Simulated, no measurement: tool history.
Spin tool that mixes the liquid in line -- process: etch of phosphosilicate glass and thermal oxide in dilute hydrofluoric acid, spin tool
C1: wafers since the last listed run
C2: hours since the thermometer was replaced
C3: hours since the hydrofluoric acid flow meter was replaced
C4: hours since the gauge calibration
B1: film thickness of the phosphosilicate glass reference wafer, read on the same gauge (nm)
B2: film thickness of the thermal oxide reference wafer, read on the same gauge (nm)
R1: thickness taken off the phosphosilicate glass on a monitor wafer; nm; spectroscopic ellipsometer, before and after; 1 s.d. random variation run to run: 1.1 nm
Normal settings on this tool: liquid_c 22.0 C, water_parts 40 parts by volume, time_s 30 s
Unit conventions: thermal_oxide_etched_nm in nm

{"run": 1, "hour": 0.0, "liquid_c": 22.0, "water_parts": 40, "time_s": 40, "C1": 0, "C2": 680.2, "C3": 1272.3, "C4": 235.9, "B1": 149.96, "B2": 150.0, "R1": 146.84, "thermal_oxide_etched_nm": 4.144}
{"run": 2, "hour": 31.3, "liquid_c": 22.0, "water_parts": 40, "time_s": 40, "C1": 700, "C2": 711.5, "C3": 1303.6, "C4": 267.2, "B1": 149.99, "B2": 149.956, "R1": 146.36, "thermal_oxide_etched_nm": 4.183}
{"hour": 37.0, "done": "gauge calibrated"}
{"run": 3, "hour": 45.0, "liquid_c": 22.0, "water_parts": 40, "time_s": 30, "C1": 306, "C2": 725.2, "C3": 1317.3, "C4": 8.0, "B1": 150.03, "B2": 149.993, "R1": 109.75, "thermal_oxide_etched_nm": 3.081}
{"run": 4, "hour": 63.1, "liquid_c": 22.0, "water_parts": 40, "time_s": 30, "C1": 405, "C2": 743.3, "C3": 1335.4, "C4": 26.1, "B1": 150.02, "B2": 149.994, "R1": 109.91, "thermal_oxide_etched_nm": 3.102}
{"run": 5, "hour": 79.0, "liquid_c": 22.0, "water_parts": 35, "time_s": 30, "C1": 355, "C2": 759.2, "C3": 1351.3, "C4": 42.0, "B1": 150.03, "B2": 150.028, "R1": 122.47, "thermal_oxide_etched_nm": 3.532}
{"run": 6, "hour": 105.2, "liquid_c": 21.0, "water_parts": 40, "time_s": 25, "C1": 586, "C2": 785.4, "C3": 1377.5, "C4": 68.2, "B1": 150.03, "B2": 150.035, "R1": 86.9, "thermal_oxide_etched_nm": 2.454}
{"run": 7, "hour": 122.7, "liquid_c": 21.0, "water_parts": 40, "time_s": 25, "C1": 391, "C2": 802.9, "C3": 1395.0, "C4": 85.7, "B1": 149.97, "B2": 149.984, "R1": 86.25, "thermal_oxide_etched_nm": 2.424}
{"run": 8, "hour": 137.1, "liquid_c": 21.0, "water_parts": 40, "time_s": 25, "C1": 322, "C2": 817.3, "C3": 1409.4, "C4": 100.1, "B1": 150.0, "B2": 150.036, "R1": 85.95, "thermal_oxide_etched_nm": 2.43}
{"run": 9, "hour": 171.6, "liquid_c": 22.0, "water_parts": 40, "time_s": 30, "C1": 771, "C2": 851.8, "C3": 1443.9, "C4": 134.6, "B1": 149.95, "B2": 150.027, "R1": 108.9, "thermal_oxide_etched_nm": 3.052}
{"run": 10, "hour": 199.5, "liquid_c": 22.0, "water_parts": 40, "time_s": 30, "C1": 624, "C2": 879.7, "C3": 1471.8, "C4": 162.5, "B1": 150.03, "B2": 150.02, "R1": 108.97, "thermal_oxide_etched_nm": 3.029}
{"run": 11, "hour": 211.8, "liquid_c": 22.0, "water_parts": 40, "time_s": 30, "C1": 275, "C2": 892.0, "C3": 1484.1, "C4": 174.8, "B1": 149.99, "B2": 150.016, "R1": 106.44, "thermal_oxide_etched_nm": 3.018}
{"run": 12, "hour": 240.0, "liquid_c": 22.0, "water_parts": 40, "time_s": 45, "C1": 631, "C2": 920.2, "C3": 1512.3, "C4": 203.0, "B1": 150.06, "B2": 150.056, "R1": 161.31, "thermal_oxide_etched_nm": 4.556}
{"run": 13, "hour": 253.9, "liquid_c": 22.0, "water_parts": 40, "time_s": 15, "C1": 311, "C2": 934.1, "C3": 1526.2, "C4": 216.9, "B1": 149.99, "B2": 149.988, "R1": 53.5, "thermal_oxide_etched_nm": 1.521}
{"run": 14, "hour": 281.8, "liquid_c": 22.0, "water_parts": 55, "time_s": 30, "C1": 624, "C2": 962.0, "C3": 1554.1, "C4": 244.8, "B1": 149.97, "B2": 149.977, "R1": 75.6, "thermal_oxide_etched_nm": 2.161}
{"run": 15, "hour": 294.6, "liquid_c": 19.5, "water_parts": 20, "time_s": 15, "C1": 286, "C2": 974.8, "C3": 1566.9, "C4": 257.6, "B1": 150.03, "B2": 150.002, "R1": 99.16, "thermal_oxide_etched_nm": 2.792}
{"run": 16, "hour": 329.5, "liquid_c": 22.0, "water_parts": 40, "time_s": 30, "C1": 780, "C2": 1009.7, "C3": 1601.8, "C4": 292.5, "B1": 150.0, "B2": 150.044, "R1": 107.94, "thermal_oxide_etched_nm": 3.032}
{"hour": 343.2, "done": "hydrofluoric acid flow meter replaced"}
{"hour": 362.1, "done": "gauge calibrated"}
{"run": 17, "hour": 363.3, "liquid_c": 23.5, "water_parts": 20, "time_s": 30, "C1": 733, "C2": 1043.5, "C3": 20.1, "C4": 1.2, "B1": 149.99, "B2": 150.029, "R1": 272.29, "thermal_oxide_etched_nm": 7.715}
{"hour": 368.3, "done": "thermometer replaced"}
{"run": 18, "hour": 375.4, "liquid_c": 20.0, "water_parts": 40, "time_s": 20, "C1": 248, "C2": 7.1, "C3": 32.2, "C4": 13.3, "B1": 150.0, "B2": 150.001, "R1": 76.03, "thermal_oxide_etched_nm": 2.14}
{"run": 19, "hour": 398.0, "liquid_c": 22.0, "water_parts": 40, "time_s": 30, "C1": 505, "C2": 29.7, "C3": 54.8, "C4": 35.9, "B1": 149.95, "B2": 149.998, "R1": 124.59, "thermal_oxide_etched_nm": 3.52}
{"run": 20, "hour": 410.5, "liquid_c": 22.0, "water_parts": 40, "time_s": 30, "C1": 279, "C2": 42.2, "C3": 67.3, "C4": 48.4, "B1": 150.0, "B2": 150.001, "R1": 122.91, "thermal_oxide_etched_nm": 3.523}
{"run": 21, "hour": 437.3, "liquid_c": 22.0, "water_parts": 50, "time_s": 30, "C1": 599, "C2": 69.0, "C3": 94.1, "C4": 75.2, "B1": 150.06, "B2": 150.048, "R1": 96.72, "thermal_oxide_etched_nm": 2.736}
{"run": 22, "hour": 471.2, "liquid_c": 22.0, "water_parts": 25, "time_s": 30, "C1": 758, "C2": 102.9, "C3": 128.0, "C4": 109.1, "B1": 150.0, "B2": 150.036, "R1": 201.52, "thermal_oxide_etched_nm": 5.647}
{"run": 23, "hour": 493.4, "liquid_c": 22.0, "water_parts": 50, "time_s": 20, "C1": 496, "C2": 125.1, "C3": 150.2, "C4": 131.3, "B1": 150.03, "B2": 150.045, "R1": 63.17, "thermal_oxide_etched_nm": 1.816}
{"run": 24, "hour": 516.2, "liquid_c": 22.0, "water_parts": 40, "time_s": 30, "C1": 510, "C2": 147.9, "C3": 173.0, "C4": 154.1, "B1": 150.03, "B2": 149.946, "R1": 122.46, "thermal_oxide_etched_nm": 3.457}
{"run": 25, "hour": 547.3, "liquid_c": 22.0, "water_parts": 40, "time_s": 30, "C1": 695, "C2": 179.0, "C3": 204.1, "C4": 185.2, "B1": 149.98, "B2": 149.973, "R1": 121.97, "thermal_oxide_etched_nm": 3.448}
{"run": 26, "hour": 566.0, "liquid_c": 23.5, "water_parts": 40, "time_s": 30, "C1": 418, "C2": 197.7, "C3": 222.8, "C4": 203.9, "B1": 149.99, "B2": 149.99, "R1": 131.0, "thermal_oxide_etched_nm": 3.699}

How the hidden state differs across the entries between the runs, from the last listed run before each to the first after it:
In the gap between runs 2 and 3: gauge calibrated (hour 37.0)
  hydrofluoric acid flow below the setpoint (%): 11.9 -> 12
  measured result minus the result with no hidden state, R1: -20.95 -> -15.84 nm; thermal_oxide_etched_nm: -0.599 -> -0.445 nm
In the gap between runs 16 and 17: hydrofluoric acid flow meter replaced (hour 343.2); gauge calibrated (hour 362.1)
  hydrofluoric acid flow below the setpoint (%): 14.2 -> 1.03
  measured result minus the result with no hidden state, R1: -18.93 -> -2.94 nm; thermal_oxide_etched_nm: -0.532 -> -0.083 nm
In the gap between runs 17 and 18: thermometer replaced (hour 368.3)
  hydrofluoric acid flow below the setpoint (%): 1.03 -> 1.12
  measured result minus the result with no hidden state, R1: -2.94 -> -0.90 nm; thermal_oxide_etched_nm: -0.083 -> -0.025 nm
